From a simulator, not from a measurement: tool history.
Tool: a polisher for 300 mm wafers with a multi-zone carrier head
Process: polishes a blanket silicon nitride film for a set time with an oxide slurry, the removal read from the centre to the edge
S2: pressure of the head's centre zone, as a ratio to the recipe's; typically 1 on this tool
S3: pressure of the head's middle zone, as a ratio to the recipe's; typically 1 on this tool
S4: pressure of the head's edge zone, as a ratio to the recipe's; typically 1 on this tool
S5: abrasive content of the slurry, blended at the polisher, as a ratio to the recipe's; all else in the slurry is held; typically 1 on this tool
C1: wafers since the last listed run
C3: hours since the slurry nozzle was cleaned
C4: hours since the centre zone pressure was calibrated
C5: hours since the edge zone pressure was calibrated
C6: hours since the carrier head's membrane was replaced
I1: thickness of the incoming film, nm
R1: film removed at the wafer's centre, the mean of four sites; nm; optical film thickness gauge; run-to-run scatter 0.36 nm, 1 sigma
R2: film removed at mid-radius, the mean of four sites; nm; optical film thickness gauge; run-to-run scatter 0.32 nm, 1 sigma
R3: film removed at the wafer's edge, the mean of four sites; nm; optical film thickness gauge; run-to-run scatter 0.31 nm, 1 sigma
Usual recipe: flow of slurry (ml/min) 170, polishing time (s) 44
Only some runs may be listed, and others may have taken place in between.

{"run": 1, "hour": 0.0, "flow of slurry (ml/min)": 170, "S2": 1, "S3": 0.92, "S4": 1, "S5": 1.15, "polishing time (s)": 44, "C1": 0, "wafers polished on this pad": 2003, "C3": 858.8, "C4": 1101.9, "C5": 353.5, "C6": 104.7, "I1": 571.8, "R1": 30.5, "R2": 31, "R3": 32}
{"hour": 44.3, "done": "slurry nozzle cleaned"}
{"run": 2, "hour": 60.2, "flow of slurry (ml/min)": 170, "S2": 1, "S3": 1, "S4": 1, "S5": 1, "polishing time (s)": 44, "C1": 844, "wafers polished on this pad": 2847, "C3": 15.9, "C4": 1162.1, "C5": 413.7, "C6": 164.9, "I1": 577.6, "R1": 29.9, "R2": 31.9, "R3": 31}
{"run": 3, "hour": 106.4, "flow of slurry (ml/min)": 170, "S2": 1, "S3": 1, "S4": 1, "S5": 1, "polishing time (s)": 44, "C1": 658, "wafers polished on this pad": 3505, "C3": 62.1, "C4": 1208.3, "C5": 459.9, "C6": 211.1, "I1": 576.4, "R1": 29.3, "R2": 31.2, "R3": 30.6}
{"run": 4, "hour": 166.1, "flow of slurry (ml/min)": 170, "S2": 1, "S3": 1, "S4": 1, "S5": 1, "polishing time (s)": 44, "C1": 851, "wafers polished on this pad": 4357, "C3": 121.8, "C4": 1268, "C5": 519.6, "C6": 270.8, "I1": 577.9, "R1": 28.8, "R2": 31.1, "R3": 30.8}
{"hour": 209.8, "done": "worn pad replaced by a new one"}
{"run": 5, "hour": 225.4, "flow of slurry (ml/min)": 170, "S2": 1, "S3": 1, "S4": 1, "S5": 1, "polishing time (s)": 44, "C1": 788, "wafers polished on this pad": 222, "C3": 181.1, "C4": 1327.3, "C5": 578.9, "C6": 330.1, "I1": 588.2, "R1": 28.9, "R2": 31.7, "R3": 30.8}
{"hour": 263.6, "done": "edge zone pressure recalibrated"}
{"run": 6, "hour": 264.1, "flow of slurry (ml/min)": 170, "S2": 1, "S3": 1, "S4": 1, "S5": 1, "polishing time (s)": 44, "C1": 523, "wafers polished on this pad": 745, "C3": 219.8, "C4": 1366, "C5": 0.5, "C6": 368.8, "I1": 584.1, "R1": 28.6, "R2": 31.7, "R3": 31.3}
{"run": 7, "hour": 353.7, "flow of slurry (ml/min)": 170, "S2": 1, "S3": 1, "S4": 1, "S5": 1, "polishing time (s)": 44, "C1": 1277, "wafers polished on this pad": 2023, "C3": 309.4, "C4": 1455.6, "C5": 90.1, "C6": 458.4, "I1": 585.6, "R1": 29.1, "R2": 31.4, "R3": 30.5}
{"hour": 403.6, "done": "carrier head's membrane replaced by a new one"}
{"hour": 456.9, "done": "centre zone pressure recalibrated"}
{"run": 8, "hour": 458.9, "flow of slurry (ml/min)": 170, "S2": 1, "S3": 1, "S4": 1, "S5": 1, "polishing time (s)": 44, "C1": 1400, "wafers polished on this pad": 3423, "C3": 414.6, "C4": 2, "C5": 195.3, "C6": 55.3, "I1": 580.8, "R1": 37.4, "R2": 31.7, "R3": 31.5}
{"hour": 525.8, "done": "worn pad replaced by a new one"}
{"run": 9, "hour": 536.1, "flow of slurry (ml/min)": 190, "S2": 0.97, "S3": 1, "S4": 1, "S5": 1, "polishing time (s)": 44, "C1": 1043, "wafers polished on this pad": 146, "C3": 491.8, "C4": 79.2, "C5": 272.5, "C6": 132.5, "I1": 573.4, "R1": 35.6, "R2": 31.9, "R3": 31.5}
{"run": 10, "hour": 629.6, "flow of slurry (ml/min)": 170, "S2": 1, "S3": 1, "S4": 1, "S5": 1, "polishing time (s)": 44, "C1": 1333, "wafers polished on this pad": 1479, "C3": 585.3, "C4": 172.7, "C5": 366, "C6": 226, "I1": 582.2, "R1": 36.4, "R2": 31.3, "R3": 30.9}
{"run": 11, "hour": 699.0, "flow of slurry (ml/min)": 170, "S2": 1, "S3": 1, "S4": 1, "S5": 1, "polishing time (s)": 37, "C1": 989, "wafers polished on this pad": 2469, "C3": 654.7, "C4": 242.1, "C5": 435.4, "C6": 295.4, "I1": 577.7, "R1": 30.5, "R2": 26.3, "R3": 26.3}
{"run": 12, "hour": 791.3, "flow of slurry (ml/min)": 170, "S2": 1, "S3": 1, "S4": 1.06, "S5": 1, "polishing time (s)": 44, "C1": 1316, "wafers polished on this pad": 3785, "C3": 747, "C4": 334.4, "C5": 527.7, "C6": 387.7, "I1": 572.2, "R1": 35, "R2": 31.6, "R3": 32.1}
{"hour": 817.2, "done": "centre zone pressure recalibrated, repeated, since the last time left the tool worse"}
{"run": 13, "hour": 859.4, "flow of slurry (ml/min)": 120, "S2": 1, "S3": 1.11, "S4": 1.07, "S5": 1, "polishing time (s)": 44, "C1": 942, "wafers polished on this pad": 4728, "C3": 815.1, "C4": 42.2, "C5": 595.8, "C6": 455.8, "I1": 580.8, "R1": 31.2, "R2": 33.1, "R3": 31}
{"hour": 924.5, "done": "edge zone pressure recalibrated"}
{"hour": 928.2, "done": "worn pad replaced by a new one"}
{"run": 14, "hour": 962.9, "flow of slurry (ml/min)": 170, "S2": 1, "S3": 1, "S4": 1, "S5": 1, "polishing time (s)": 44, "C1": 1394, "wafers polished on this pad": 495, "C3": 918.6, "C4": 145.7, "C5": 38.4, "C6": 559.3, "I1": 571.2, "R1": 31.1, "R2": 31.6, "R3": 31.5}
{"hour": 966.2, "done": "slurry nozzle cleaned"}
{"hour": 981.1, "done": "carrier head's membrane replaced by a new one"}
{"run": 15, "hour": 1060.2, "flow of slurry (ml/min)": 170, "S2": 1, "S3": 1, "S4": 1.1, "S5": 1, "polishing time (s)": 52, "C1": 1301, "wafers polished on this pad": 1797, "C3": 94, "C4": 243, "C5": 135.7, "C6": 79.1, "I1": 581.1, "R1": 36.8, "R2": 37.3, "R3": 38.2}
{"run": 16, "hour": 1148.8, "flow of slurry (ml/min)": 230, "S2": 1, "S3": 0.94, "S4": 1, "S5": 1, "polishing time (s)": 44, "C1": 1263, "wafers polished on this pad": 3060, "C3": 182.6, "C4": 331.6, "C5": 224.3, "C6": 167.7, "I1": 586.4, "R1": 32.2, "R2": 31.5, "R3": 31.3}
{"run": 17, "hour": 1222.7, "flow of slurry (ml/min)": 170, "S2": 1, "S3": 1, "S4": 1, "S5": 1, "polishing time (s)": 44, "C1": 1053, "wafers polished on this pad": 4114, "C3": 256.5, "C4": 405.5, "C5": 298.2, "C6": 241.6, "I1": 579.3, "R1": 31.2, "R2": 31.2, "R3": 30.9}
{"run": 18, "hour": 1259.8, "flow of slurry (ml/min)": 170, "S2": 1.07, "S3": 1.11, "S4": 1, "S5": 1, "polishing time (s)": 44, "C1": 529, "wafers polished on this pad": 4643, "C3": 293.6, "C4": 442.6, "C5": 335.3, "C6": 278.7, "I1": 572.5, "R1": 33.2, "R2": 35, "R3": 31.3}
{"run": 19, "hour": 1316.7, "flow of slurry (ml/min)": 195, "S2": 1, "S3": 1, "S4": 1.1, "S5": 1, "polishing time (s)": 44, "C1": 811, "wafers polished on this pad": 5454, "C3": 350.5, "C4": 499.5, "C5": 392.2, "C6": 335.6, "I1": 578.7, "R1": 31.6, "R2": 32.3, "R3": 32.7}
{"hour": 1327.3, "done": "worn pad replaced by a new one"}
{"run": 20, "hour": 1368.2, "flow of slurry (ml/min)": 170, "S2": 0.89, "S3": 1.04, "S4": 1, "S5": 0.85, "polishing time (s)": 44, "C1": 677, "wafers polished on this pad": 582, "C3": 402, "C4": 551, "C5": 443.7, "C6": 387.1, "I1": 579.3, "R1": 25.4, "R2": 31, "R3": 30.1}
{"run": 21, "hour": 1447.2, "flow of slurry (ml/min)": 170, "S2": 1, "S3": 0.94, "S4": 1, "S5": 1, "polishing time (s)": 44, "C1": 1126, "wafers polished on this pad": 1709, "C3": 481, "C4": 630, "C5": 522.7, "C6": 466.1, "I1": 576, "R1": 30.4, "R2": 30.4, "R3": 31}

4 ways to go on from here, each from the tool as it stands after run 21. What would each give?
{"run": "A", "hour": 1447.6, "flow of slurry (ml/min)": 170, "S2": 1, "S3": 1, "S4": 1, "S5": 1, "polishing time (s)": 44, "C1": 5, "wafers polished on this pad": 1714, "C3": 481.4, "C4": 630.4, "C5": 523.1, "C6": 466.5, "I1": 577.1, "R1": "?", "R2": "?", "R3": "?"}
{"run": "B", "hour": 1447.6, "flow of slurry (ml/min)": 170, "S2": 1.07, "S3": 1.1, "S4": 1.07, "S5": 1, "polishing time (s)": 44, "C1": 5, "wafers polished on this pad": 1714, "C3": 481.4, "C4": 630.4, "C5": 523.1, "C6": 466.5, "I1": 577.1, "R1": "?", "R2": "?", "R3": "?"}
{"run": "C", "hour": 1447.6, "flow of slurry (ml/min)": 195, "S2": 1, "S3": 1, "S4": 1, "S5": 1.2, "polishing time (s)": 44, "C1": 5, "wafers polished on this pad": 1714, "C3": 481.4, "C4": 630.4, "C5": 523.1, "C6": 466.5, "I1": 577.1, "R1": "?", "R2": "?", "R3": "?"}
{"run": "D", "hour": 1447.6, "flow of slurry (ml/min)": 145, "S2": 1.05, "S3": 0.92, "S4": 1.1, "S5": 1, "polishing time (s)": 44, "C1": 5, "wafers polished on this pad": 1714, "C3": 481.4, "C4": 630.4, "C5": 523.1, "C6": 466.5, "I1": 577.1, "R1": "?", "R2": "?", "R3": "?"}

run=A R1=30.1 R2=31.9 R3=31.1
run=B R1=32.3 R2=34.4 R3=31.9
run=C R1=32.3 R2=34 R3=33.1
run=D R1=31.1 R2=29.3 R3=32
Without the tool's hidden state the same runs would have given:
run=A R1=31 R2=31.8 R3=31.1
run=B R1=33.3 R2=34.4 R3=31.9
run=C R1=33.2 R2=34 R3=33.1
run=D R1=32 R2=29.3 R3=32
